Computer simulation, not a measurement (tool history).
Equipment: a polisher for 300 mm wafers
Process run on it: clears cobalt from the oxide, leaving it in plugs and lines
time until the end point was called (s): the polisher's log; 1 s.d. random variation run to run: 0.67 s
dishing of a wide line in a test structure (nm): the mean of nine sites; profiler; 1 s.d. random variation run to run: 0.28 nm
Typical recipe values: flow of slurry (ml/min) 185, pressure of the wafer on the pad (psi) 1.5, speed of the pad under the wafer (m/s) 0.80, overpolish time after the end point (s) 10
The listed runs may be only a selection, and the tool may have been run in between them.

run,hour,flow of slurry (ml/min),pressure of the wafer on the pad (psi),speed of the pad under the wafer (m/s),overpolish time after the end point (s),wafers since the last listed run,wafers polished on this pad,hours since the slurry nozzle was cleaned,hours since the head pressure was calibrated,"incoming thickness of the incoming film, nm",time until the end point was called (s),dishing of a wide line in a test structure (nm)
1,0.0,185,1.5,0.80,13,0,33,679.4,205.2,231.7,76.2,22.8
2,6.7,185,1.5,0.80,13,62,96,686.1,211.9,226.5,76.1,23.0
3,17.2,185,1.5,0.80,13,98,194,696.6,222.4,227.0,75.9,23.1
4,27.2,185,1.5,0.80,10,93,287,706.6,232.4,228.8,76.7,18.7
5,39.0,185,1.5,0.80,10,110,398,718.4,244.2,227.0,77.0,18.7
6,53.1,185,1.5,0.80,10,131,529,732.5,258.3,231.4,78.8,18.8
7,67.1,185,1.5,0.80,10,130,660,746.5,272.3,228.5,79.1,18.7
8,84.4,185,1.5,0.58,10,161,821,763.8,289.6,230.8,111.3,14.6
9,93.7,185,1.5,0.58,10,86,908,773.1,298.9,225.6,109.6,14.5
10,100.8,170,1.5,0.80,10,66,974,780.2,306.0,229.8,81.8,18.2
# hour 101.9: slurry nozzle cleaned
11,110.1,170,1.5,0.80,10,77,1052,8.2,315.3,232.5,82.3,18.4
12,125.1,170,1.5,0.80,10,140,1192,23.2,330.3,230.7,82.8,18.1
# hour 133.9: worn pad replaced by a new one
13,142.0,235,1.5,0.80,10,120,75,40.1,347.2,232.9,73.1,19.9
14,155.7,140,1.5,0.80,5,127,203,53.8,360.9,228.7,80.7,10.4
15,173.2,205,1.0,0.96,6,163,366,71.3,378.4,227.1,93.7,10.6
16,179.3,185,1.2,0.60,10,56,423,77.4,384.5,229.1,128.1,12.3
17,186.1,245,1.5,0.80,10,63,487,84.2,391.3,230.4,75.4,20.0
# hour 195.6: head pressure recalibrated
18,200.4,185,1.9,0.80,10,114,602,98.5,4.8,228.8,61.8,22.0
19,207.4,205,1.5,0.80,4,65,667,105.5,11.8,230.6,78.2,8.9
20,222.8,160,1.9,0.80,10,143,811,120.9,27.2,228.2,64.2,21.2
21,233.7,205,1.5,0.80,4,101,912,131.8,38.1,230.9,78.5,8.6
22,242.7,225,1.2,0.62,10,84,996,140.8,47.1,229.0,127.5,12.7
23,254.9,185,1.5,0.96,14,113,1110,153.0,59.3,229.0,67.3,25.5
24,267.2,170,1.5,0.80,10,114,1225,165.3,71.6,230.2,82.9,17.9

4 options for the next run, each taken on its own from the tool as it stands now. Forecast them:
A,267.6,185,1.5,0.80,10,3,1229,165.7,72.0,225.1,?,?
B,267.6,185,1.5,0.98,10,3,1229,165.7,72.0,225.1,?,?
C,267.6,185,1.5,0.64,6,3,1229,165.7,72.0,225.1,?,?
D,267.6,185,1.5,0.80,6,3,1229,165.7,72.0,225.1,?,?

run,time until the end point was called (s),dishing of a wide line in a test structure (nm)
A,79.0,17.9
B,64.5,20.7
C,98.7,9.8
D,79.0,11.9
Without the tool's unlogged condition, the same runs would have read:
run,time until the end point was called (s),dishing of a wide line in a test structure (nm)
A,71.8,19.2
B,58.6,22.1
C,89.8,10.6
D,71.8,12.8

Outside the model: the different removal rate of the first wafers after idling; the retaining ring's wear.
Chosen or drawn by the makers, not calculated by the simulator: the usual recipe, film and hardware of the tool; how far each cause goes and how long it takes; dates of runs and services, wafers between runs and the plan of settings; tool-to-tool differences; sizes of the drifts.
